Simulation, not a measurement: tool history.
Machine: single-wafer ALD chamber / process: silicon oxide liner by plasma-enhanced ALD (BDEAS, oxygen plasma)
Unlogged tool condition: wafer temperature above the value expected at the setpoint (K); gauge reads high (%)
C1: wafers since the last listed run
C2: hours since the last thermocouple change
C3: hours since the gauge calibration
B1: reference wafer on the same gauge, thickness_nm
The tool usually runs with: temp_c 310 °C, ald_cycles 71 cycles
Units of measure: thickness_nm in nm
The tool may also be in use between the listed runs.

{"run": 1, "hour": 0.0, "temp_c": 310, "ald_cycles": 71, "C1": 0, "C2": 1442.7, "C3": 16.8, "B1": 6.184, "thickness_nm": 6.031}
{"run": 2, "hour": 27.2, "temp_c": 310, "ald_cycles": 71, "C1": 118, "C2": 1469.9, "C3": 44.0, "B1": 6.166, "thickness_nm": 6.012}
{"run": 3, "hour": 55.5, "temp_c": 310, "ald_cycles": 68, "C1": 123, "C2": 1498.2, "C3": 72.3, "B1": 6.151, "thickness_nm": 5.75}
{"run": 4, "hour": 77.5, "temp_c": 310, "ald_cycles": 68, "C1": 95, "C2": 1520.2, "C3": 94.3, "B1": 6.142, "thickness_nm": 5.744}
{"run": 5, "hour": 99.9, "temp_c": 310, "ald_cycles": 68, "C1": 97, "C2": 1542.6, "C3": 116.7, "B1": 6.13, "thickness_nm": 5.732}
{"run": 6, "hour": 127.5, "temp_c": 310, "ald_cycles": 71, "C1": 120, "C2": 1570.2, "C3": 144.3, "B1": 6.127, "thickness_nm": 5.978}
{"run": 7, "hour": 148.2, "temp_c": 310, "ald_cycles": 71, "C1": 90, "C2": 1590.9, "C3": 165.0, "B1": 6.112, "thickness_nm": 6.001}
{"run": 8, "hour": 163.5, "temp_c": 315, "ald_cycles": 71, "C1": 66, "C2": 1606.2, "C3": 180.3, "B1": 6.115, "thickness_nm": 5.925}
{"run": 9, "hour": 199.3, "temp_c": 315, "ald_cycles": 71, "C1": 155, "C2": 1642.0, "C3": 216.1, "B1": 6.108, "thickness_nm": 5.932}
{"run": 10, "hour": 227.0, "temp_c": 315, "ald_cycles": 71, "C1": 120, "C2": 1669.7, "C3": 243.8, "B1": 6.108, "thickness_nm": 5.916}
{"run": 11, "hour": 240.2, "temp_c": 310, "ald_cycles": 71, "C1": 57, "C2": 1682.9, "C3": 257.0, "B1": 6.11, "thickness_nm": 5.953}
{"run": 12, "hour": 265.7, "temp_c": 295, "ald_cycles": 66, "C1": 110, "C2": 1708.4, "C3": 282.5, "B1": 6.096, "thickness_nm": 5.675}

Run 13 comes next. What will it give?
{"run": 13, "hour": 283.8, "temp_c": 300, "ald_cycles": 64, "C1": 78, "C2": 1726.5, "C3": 300.6, "B1": "?", "thickness_nm": "?"}

B1: 6.099
thickness_nm: 5.420 nm
On a tool with no hidden condition, and with the same random variation, this run would have come out at thickness_nm 5.500 nm.
